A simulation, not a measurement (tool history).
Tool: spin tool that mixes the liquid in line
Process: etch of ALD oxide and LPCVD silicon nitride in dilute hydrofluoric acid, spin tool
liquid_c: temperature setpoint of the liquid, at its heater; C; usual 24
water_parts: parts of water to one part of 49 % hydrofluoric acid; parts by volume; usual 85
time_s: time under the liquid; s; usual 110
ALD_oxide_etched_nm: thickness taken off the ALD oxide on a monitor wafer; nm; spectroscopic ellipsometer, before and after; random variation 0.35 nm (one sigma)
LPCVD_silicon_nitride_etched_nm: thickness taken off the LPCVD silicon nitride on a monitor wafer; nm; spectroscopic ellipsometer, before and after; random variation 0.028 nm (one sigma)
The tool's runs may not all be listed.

| run | hour | liquid_c | water_parts | time_s | wafers since the last listed run | hours since the thermometer was replaced | hours since the hydrofluoric acid flow meter was replaced | hours since the gauge calibration | read-back film thickness of the ALD oxide reference wafer, read on the same gauge (nm) | read-back film thickness of the LPCVD silicon nitride reference wafer, read on the same gauge (nm) | ALD_oxide_etched_nm | LPCVD_silicon_nitride_etched_nm |
|---|---|---|---|---|---|---|---|---|---|---|---|---|
| 1 | 0 | 24 | 85 | 110 | 0 | 862.2 | 323.4 | 377.2 | 39.99 | 49.964 | 44.55 | 0.623 |
| 2 | 15.6 | 24 | 85 | 110 | 137 | 877.8 | 339 | 392.8 | 40.01 | 49.975 | 44.61 | 0.646 |
| 3 | 21.9 | 24 | 85 | 110 | 55 | 884.1 | 345.3 | 399.1 | 40.01 | 50.059 | 44.83 | 0.61 |
| 4 | 28.7 | 26 | 85 | 95 | 60 | 890.9 | 352.1 | 405.9 | 39.98 | 49.964 | 41.69 | 0.571 |
| 5 | 35.9 | 24 | 85 | 145 | 63 | 898.1 | 359.3 | 413.1 | 39.99 | 49.99 | 58.59 | 0.806 |
| 6 | 47 | 24 | 85 | 145 | 98 | 909.2 | 370.4 | 424.2 | 40.03 | 50.026 | 59.71 | 0.79 |
|  | 62.1 | hydrofluoric acid flow meter replaced |
| 7 | 62.6 | 24 | 85 | 80 | 128 | 924.8 | 0.5 | 439.8 | 39.99 | 50.021 | 32.7 | 0.444 |
| 8 | 72 | 24 | 60 | 110 | 83 | 934.2 | 9.9 | 449.2 | 40.05 | 49.983 | 66.1 | 0.816 |
| 9 | 82.5 | 27.5 | 85 | 110 | 92 | 944.7 | 20.4 | 459.7 | 40.01 | 50.011 | 50.62 | 0.797 |
| 10 | 95.1 | 27 | 65 | 70 | 111 | 957.3 | 33 | 472.3 | 39.99 | 50 | 42.81 | 0.662 |
| 11 | 112.5 | 24 | 55 | 160 | 153 | 974.7 | 50.4 | 489.7 | 39.99 | 50.018 | 104.39 | 1.358 |
| 12 | 122.7 | 24 | 85 | 80 | 90 | 984.9 | 60.6 | 499.9 | 39.98 | 50.011 | 32.03 | 0.476 |
| 13 | 136.6 | 24 | 85 | 110 | 122 | 998.8 | 74.5 | 513.8 | 40.05 | 50.002 | 44.9 | 0.642 |
| 14 | 146.3 | 24 | 115 | 110 | 85 | 1008.5 | 84.2 | 523.5 | 40.04 | 49.981 | 31.63 | 0.499 |
| 15 | 153.9 | 20 | 85 | 110 | 67 | 1016.1 | 91.8 | 531.1 | 39.98 | 49.991 | 37.63 | 0.504 |
|  | 154 | gauge calibrated |
|  | 170.1 | thermometer replaced |
| 16 | 170.6 | 19 | 65 | 110 | 138 | 0.5 | 108.5 | 16.6 | 39.98 | 50.023 | 48.38 | 0.607 |
| 17 | 185.6 | 19.5 | 110 | 55 | 132 | 15.5 | 123.5 | 31.6 | 40.02 | 49.999 | 14 | 0.175 |
| 18 | 197.8 | 24 | 55 | 110 | 107 | 27.7 | 135.7 | 43.8 | 40.01 | 49.985 | 71.94 | 0.965 |
| 19 | 212.2 | 28.5 | 105 | 175 | 127 | 42.1 | 150.1 | 58.2 | 40.01 | 50.009 | 66.85 | 1.105 |
| 20 | 228.7 | 24 | 85 | 110 | 145 | 58.6 | 166.6 | 74.7 | 40.01 | 50.004 | 44.17 | 0.63 |
| 21 | 235.4 | 21 | 85 | 110 | 59 | 65.3 | 173.3 | 81.4 | 40 | 50.032 | 39.55 | 0.506 |
| 22 | 251.3 | 24 | 120 | 55 | 140 | 81.2 | 189.2 | 97.3 | 40 | 50.041 | 15.02 | 0.229 |
| 23 | 302.8 | 24 | 85 | 110 | 454 | 132.7 | 240.7 | 148.8 | 40.06 | 49.986 | 45.32 | 0.597 |
| 24 | 317.4 | 21 | 85 | 60 | 128 | 147.3 | 255.3 | 163.4 | 40.06 | 50.013 | 21.63 | 0.282 |
| 25 | 326.8 | 21.5 | 110 | 55 | 83 | 156.7 | 264.7 | 172.8 | 39.97 | 49.998 | 15.08 | 0.202 |
| 26 | 336.3 | 24 | 85 | 110 | 83 | 166.2 | 274.2 | 182.3 | 40.03 | 49.996 | 44.38 | 0.626 |

4 ways to go on from here, each from the tool as it stands after run 26. What would each give?
| A | 336.7 | 24 | 85 | 110 | 3 | 166.6 | 274.6 | 182.7 | ? | ? | ? | ? |
| B | 336.7 | 24 | 85 | 50 | 3 | 166.6 | 274.6 | 182.7 | ? | ? | ? | ? |
| C | 336.7 | 26 | 60 | 75 | 3 | 166.6 | 274.6 | 182.7 | ? | ? | ? | ? |
| D | 336.7 | 25.5 | 85 | 110 | 3 | 166.6 | 274.6 | 182.7 | ? | ? | ? | ? |

| run | read-back film thickness of the ALD oxide reference wafer, read on the same gauge (nm) | read-back film thickness of the LPCVD silicon nitride reference wafer, read on the same gauge (nm) | ALD_oxide_etched_nm | LPCVD_silicon_nitride_etched_nm |
|---|---|---|---|---|
| A | 39.96 | 50.001 | 44.76 | 0.648 |
| B | 39.96 | 50.001 | 20.34 | 0.294 |
| C | 39.96 | 50.001 | 48.41 | 0.711 |
| D | 39.96 | 50.001 | 47.51 | 0.715 |
Without the tool's hidden state the same runs would have given:
| run | ALD_oxide_etched_nm | LPCVD_silicon_nitride_etched_nm |
|---|---|---|
| A | 44.76 | 0.648 |
| B | 20.34 | 0.294 |
| C | 48.41 | 0.711 |
| D | 47.51 | 0.715 |
